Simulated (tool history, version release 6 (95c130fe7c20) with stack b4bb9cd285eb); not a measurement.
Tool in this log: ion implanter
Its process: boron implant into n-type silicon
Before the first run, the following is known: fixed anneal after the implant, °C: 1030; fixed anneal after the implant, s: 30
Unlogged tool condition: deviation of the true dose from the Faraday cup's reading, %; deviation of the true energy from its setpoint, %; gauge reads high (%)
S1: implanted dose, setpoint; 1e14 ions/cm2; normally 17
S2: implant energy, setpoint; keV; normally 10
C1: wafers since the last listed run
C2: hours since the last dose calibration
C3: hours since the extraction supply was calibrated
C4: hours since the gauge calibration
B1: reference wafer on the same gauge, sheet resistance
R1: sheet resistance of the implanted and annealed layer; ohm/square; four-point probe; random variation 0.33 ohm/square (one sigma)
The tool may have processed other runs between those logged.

run   hour     S1    S2    C1     C2      C3     C4     B1      R1
  1      0     17    10     0  382.8  6941.5  207.6  89.06  104.55
  2   26.7     17    10   778  409.5  6968.2  234.3  88.99  104.12
  3   61.9     17    10  1026  444.7  7003.4  269.5  89.02  104.47
  4   87.5  19.36    10   746  470.3    7029  295.1  88.99   99.33
  5  110.5  19.36    10   670  493.3    7052  318.1  89.02   99.19
  6  124.7     17    10   414  507.5  7066.2  332.3  88.98  103.81
  7  146.3     17    10   629  529.1  7087.8  353.9  89.04  104.03
  8  247.4  20.43    10  2948  630.2  7188.9    455  89.05   96.71
  9    268  20.43    10   600  650.8  7209.5  475.6  88.97   96.87
 10  285.7     17    10   516  668.5  7227.2  493.3  89.03  103.99
 11  300.3     17    10   425  683.1  7241.8  507.9  88.91   103.2
 12  325.2     17    10   726    708  7266.7  532.8  88.86  103.62
 13  358.5     17    10   971  741.3    7300  566.1  89.07  103.91
 14  379.1     17    10   600  761.9  7320.6  586.7  88.98  102.96
 15    409     17    10   871  791.8  7350.5  616.6  89.07   103.3
 16  439.9     17    10   901  822.7  7381.4  647.5  88.97  103.48
 17    466  20.13    10   761  848.8  7407.5  673.6  88.91   96.93
 18  487.8     17    10   635  870.6  7429.3  695.4  89.03   102.9
     496.8  -- extraction supply calibrated
 19  519.1  12.75  11.5   679  901.9    22.3  726.7  88.96  115.38
     556.5  -- Faraday cup replaced and dose calibrated
 20    557     17    10   871    0.5    60.2  764.6  89.04  103.99
 21  568.6  11.96     7   338   12.1    71.8  776.2  88.99  136.93
 22  602.7  15.71   6.5   994   46.2   105.9  810.3  88.96  123.64
 23  619.7     17    10   495   63.2   122.9  827.3  89.01  104.73
     624.8  -- gauge calibrated
 24  655.3  13.06    12  1038   98.8   158.5   30.5  89.06  115.18
 25  673.1  13.36    13   519  116.6   176.3   48.3  89.07  111.45
 26  696.5  20.72  12.5   682    140   199.7   71.7  88.98   88.48
 27  753.4   14.2    12  1659  196.9   256.6  128.6  88.93  108.18
 28  778.9     17    10   743  222.4   282.1  154.1  89.01  103.78
 29  803.7     17    10   723  247.2   306.9  178.9  89.04  104.33
 30    837  12.93    11   971  280.5   340.2  212.2  89.08   117.6

Hidden condition of the tool, last listed run before each entry between runs versus first listed run after:
In the gap between runs 18 and 19: extraction supply calibrated (hour 496.8)
  deviation of the true dose from the Faraday cup's reading, %: 3.87 -> 4.03
  measured less the result without the state, R1: -1.69 -> -3.01 ohm/square
In the gap between runs 19 and 20: Faraday cup replaced and dose calibrated (hour 556.5)
  deviation of the true dose from the Faraday cup's reading, %: 4.03 -> 0.566
  measured less the result without the state, R1: -3.01 -> -0.26 ohm/square
In the gap between runs 23 and 24: gauge calibrated (hour 624.8)
  deviation of the true dose from the Faraday cup's reading, %: 0.876 -> 1.05
  measured less the result without the state, R1: -0.4 -> -0.8 ohm/square

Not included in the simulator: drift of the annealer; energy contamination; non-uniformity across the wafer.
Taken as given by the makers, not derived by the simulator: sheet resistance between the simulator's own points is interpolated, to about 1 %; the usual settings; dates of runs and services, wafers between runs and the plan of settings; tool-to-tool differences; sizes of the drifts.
